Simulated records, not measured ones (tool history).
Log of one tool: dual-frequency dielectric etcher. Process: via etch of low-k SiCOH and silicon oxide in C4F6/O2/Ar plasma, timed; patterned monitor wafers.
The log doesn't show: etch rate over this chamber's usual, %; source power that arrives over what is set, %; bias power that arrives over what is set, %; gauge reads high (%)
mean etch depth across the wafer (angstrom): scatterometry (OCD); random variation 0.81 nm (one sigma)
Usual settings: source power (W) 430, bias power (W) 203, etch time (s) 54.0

run     day  source power (W)  bias power (W)  etch time (s)  wafers since the last listed run  hours since the last wet clean  hours since the last source power generator calibration  hours since the last bias power generator calibration  hours since the last upper electrode change  hours since the gauge calibration  read-back reference wafer on the same gauge, depth_nm  mean etch depth across the wafer (angstrom)
  1   0.000               430             203           54.0                                 0                           365.0                                                   3112.1                                                 4302.2                                       2799.8                              638.7                                                  114.3                                         1221
      0.400  -- bias power generator calibrated
  2   0.733               430             203           63.5                               140                           382.6                                                   3129.7                                                    8.0                                       2817.4                              656.3                                                  114.0                                         1452
  3   1.838               430             203           63.5                               274                           409.1                                                   3156.2                                                   34.5                                       2843.9                              682.8                                                  113.7                                         1444
      3.125  -- wet clean of the chamber
  4   3.146               430             203           54.0                                76                             0.5                                                   3187.6                                                   65.9                                       2875.3                              714.2                                                  113.5                                         1217
  5   4.167               430             203           54.0                               253                            25.0                                                   3212.1                                                   90.4                                       2899.8                              738.7                                                  113.4                                         1221
      4.788  -- gauge calibrated
  6   4.800               430             203           54.0                               157                            40.2                                                   3227.3                                                  105.6                                       2915.0                                0.3                                                  116.1                                         1264
  7   5.712               430             203           54.0                               226                            62.1                                                   3249.2                                                  127.5                                       2936.9                               22.2                                                  116.2                                         1243
      8.850  -- upper electrode replaced
  8   8.871               430             232           59.5                               536                           137.9                                                   3325.0                                                  203.3                                          0.5                               98.0                                                  116.1                                         1449
  9   9.092               430             203           54.0                                54                           143.2                                                   3330.3                                                  208.6                                          5.8                              103.3                                                  116.3                                         1246
 10  10.500               430             203           41.0                               350                           177.0                                                   3364.1                                                  242.4                                         39.6                              137.1                                                  116.2                                          946
 11  11.442               530             203           54.0                               234                           199.6                                                   3386.7                                                  265.0                                         62.2                              159.7                                                  116.2                                         1341
 12  12.938               430             182           66.0                               372                           235.5                                                   3422.6                                                  300.9                                         98.1                              195.6                                                  116.0                                         1465
 13  15.258               350             154           62.0                               577                           291.2                                                   3478.3                                                  356.6                                        153.8                              251.3                                                  115.9                                         1228
     16.325  -- source power generator calibrated
 14  16.558               430             223           54.0                               281                           322.4                                                      5.6                                                  387.8                                        185.0                              282.5                                                  115.7                                         1295
     18.025  -- wet clean of the chamber
 15  18.046               470             203           54.0                               121                             0.5                                                     41.3                                                  423.5                                        220.7                              318.2                                                  115.5                                         1286

Forecast run 16:
 16  18.083               380             173           63.0                                 9                             1.4                                                     42.2                                                  424.4                                        221.6                              319.1                                                      ?                                            ?

Run 16 gave read-back reference wafer on the same gauge, depth_nm 115.8, mean etch depth across the wafer (angstrom) 1331.
Without the tool's hidden state the same run would have given mean etch depth across the wafer (angstrom) 1335.

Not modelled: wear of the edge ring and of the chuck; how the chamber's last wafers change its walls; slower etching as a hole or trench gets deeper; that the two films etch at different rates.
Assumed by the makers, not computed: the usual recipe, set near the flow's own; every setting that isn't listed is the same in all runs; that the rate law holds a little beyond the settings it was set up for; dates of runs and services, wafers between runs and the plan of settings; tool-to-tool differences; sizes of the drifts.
